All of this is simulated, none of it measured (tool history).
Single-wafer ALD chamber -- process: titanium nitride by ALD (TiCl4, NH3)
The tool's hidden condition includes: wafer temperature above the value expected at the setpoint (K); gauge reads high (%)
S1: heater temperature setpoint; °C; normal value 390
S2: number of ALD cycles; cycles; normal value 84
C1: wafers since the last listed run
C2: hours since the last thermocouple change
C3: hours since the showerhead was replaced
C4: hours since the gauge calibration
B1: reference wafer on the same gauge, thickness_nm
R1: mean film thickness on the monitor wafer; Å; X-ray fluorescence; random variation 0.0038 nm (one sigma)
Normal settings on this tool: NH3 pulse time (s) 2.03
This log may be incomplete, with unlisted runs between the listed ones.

{"run": 1, "hour": 0.0, "S1": 390, "S2": 84, "NH3 pulse time (s)": 2.03, "C1": 0, "C2": 1453.2, "C3": 4447.8, "C4": 139.8, "B1": 2.163, "R1": 18.54}
{"run": 2, "hour": 9.3, "S1": 390, "S2": 84, "NH3 pulse time (s)": 2.03, "C1": 20, "C2": 1462.5, "C3": 4457.1, "C4": 149.1, "B1": 2.159, "R1": 18.6}
{"run": 3, "hour": 21.1, "S1": 390, "S2": 84, "NH3 pulse time (s)": 2.03, "C1": 25, "C2": 1474.3, "C3": 4468.9, "C4": 160.9, "B1": 2.16, "R1": 18.48}
{"run": 4, "hour": 39.0, "S1": 399, "S2": 84, "NH3 pulse time (s)": 2.03, "C1": 39, "C2": 1492.2, "C3": 4486.8, "C4": 178.8, "B1": 2.16, "R1": 18.71}
{"run": 5, "hour": 48.9, "S1": 390, "S2": 84, "NH3 pulse time (s)": 2.03, "C1": 21, "C2": 1502.1, "C3": 4496.7, "C4": 188.7, "B1": 2.16, "R1": 18.52}
{"run": 6, "hour": 58.1, "S1": 390, "S2": 84, "NH3 pulse time (s)": 2.03, "C1": 20, "C2": 1511.3, "C3": 4505.9, "C4": 197.9, "B1": 2.163, "R1": 18.44}
{"run": 7, "hour": 68.9, "S1": 390, "S2": 84, "NH3 pulse time (s)": 2.65, "C1": 23, "C2": 1522.1, "C3": 4516.7, "C4": 208.7, "B1": 2.161, "R1": 18.69}
{"run": 8, "hour": 81.4, "S1": 390, "S2": 84, "NH3 pulse time (s)": 2.65, "C1": 27, "C2": 1534.6, "C3": 4529.2, "C4": 221.2, "B1": 2.159, "R1": 18.6}
{"hour": 107.1, "done": "thermocouple changed; heater temperature recalibrated"}
{"hour": 118.2, "done": "showerhead replaced"}
{"run": 9, "hour": 118.7, "S1": 390, "S2": 84, "NH3 pulse time (s)": 2.65, "C1": 46, "C2": 11.6, "C3": 0.5, "C4": 258.5, "B1": 2.158, "R1": 18.59}
{"run": 10, "hour": 134.2, "S1": 382, "S2": 100, "NH3 pulse time (s)": 1.46, "C1": 33, "C2": 27.1, "C3": 16.0, "C4": 274.0, "B1": 2.16, "R1": 21.67}
{"run": 11, "hour": 141.5, "S1": 380, "S2": 71, "NH3 pulse time (s)": 1.82, "C1": 15, "C2": 34.4, "C3": 23.3, "C4": 281.3, "B1": 2.162, "R1": 15.45}
{"run": 12, "hour": 178.0, "S1": 400, "S2": 84, "NH3 pulse time (s)": 2.03, "C1": 79, "C2": 70.9, "C3": 59.8, "C4": 317.8, "B1": 2.161, "R1": 18.68}
{"hour": 182.3, "done": "gauge calibrated"}
{"run": 13, "hour": 187.8, "S1": 390, "S2": 84, "NH3 pulse time (s)": 2.03, "C1": 21, "C2": 80.7, "C3": 69.6, "C4": 5.5, "B1": 2.161, "R1": 18.48}
{"run": 14, "hour": 195.8, "S1": 390, "S2": 84, "NH3 pulse time (s)": 2.77, "C1": 17, "C2": 88.7, "C3": 77.6, "C4": 13.5, "B1": 2.157, "R1": 18.57}
{"run": 15, "hour": 212.4, "S1": 390, "S2": 84, "NH3 pulse time (s)": 2.03, "C1": 36, "C2": 105.3, "C3": 94.2, "C4": 30.1, "B1": 2.161, "R1": 18.58}
{"run": 16, "hour": 227.1, "S1": 404, "S2": 71, "NH3 pulse time (s)": 2.64, "C1": 32, "C2": 120.0, "C3": 108.9, "C4": 44.8, "B1": 2.159, "R1": 15.89}
{"run": 17, "hour": 239.6, "S1": 405, "S2": 68, "NH3 pulse time (s)": 1.81, "C1": 27, "C2": 132.5, "C3": 121.4, "C4": 57.3, "B1": 2.16, "R1": 15.11}
{"run": 18, "hour": 251.7, "S1": 390, "S2": 84, "NH3 pulse time (s)": 2.03, "C1": 26, "C2": 144.6, "C3": 133.5, "C4": 69.4, "B1": 2.159, "R1": 18.57}
{"run": 19, "hour": 261.2, "S1": 403, "S2": 89, "NH3 pulse time (s)": 2.52, "C1": 20, "C2": 154.1, "C3": 143.0, "C4": 78.9, "B1": 2.162, "R1": 19.84}

Each row is a separate what-if for the run after 19, all from the same tool condition, not one after another. Results?
{"run": "A", "hour": 261.8, "S1": 380, "S2": 84, "NH3 pulse time (s)": 2.03, "C1": 1, "C2": 154.7, "C3": 143.6, "C4": 79.5, "B1": "?", "R1": "?"}
{"run": "B", "hour": 261.8, "S1": 380, "S2": 84, "NH3 pulse time (s)": 1.7, "C1": 1, "C2": 154.7, "C3": 143.6, "C4": 79.5, "B1": "?", "R1": "?"}
{"run": "C", "hour": 261.8, "S1": 390, "S2": 76, "NH3 pulse time (s)": 2.03, "C1": 1, "C2": 154.7, "C3": 143.6, "C4": 79.5, "B1": "?", "R1": "?"}

run=A B1=2.159 R1=18.40
run=B B1=2.159 R1=18.31
run=C B1=2.159 R1=16.80
Stripped of hidden state, with their random variation kept, the same runs would have yielded:
run=A R1=18.40
run=B R1=18.31
run=C R1=16.80
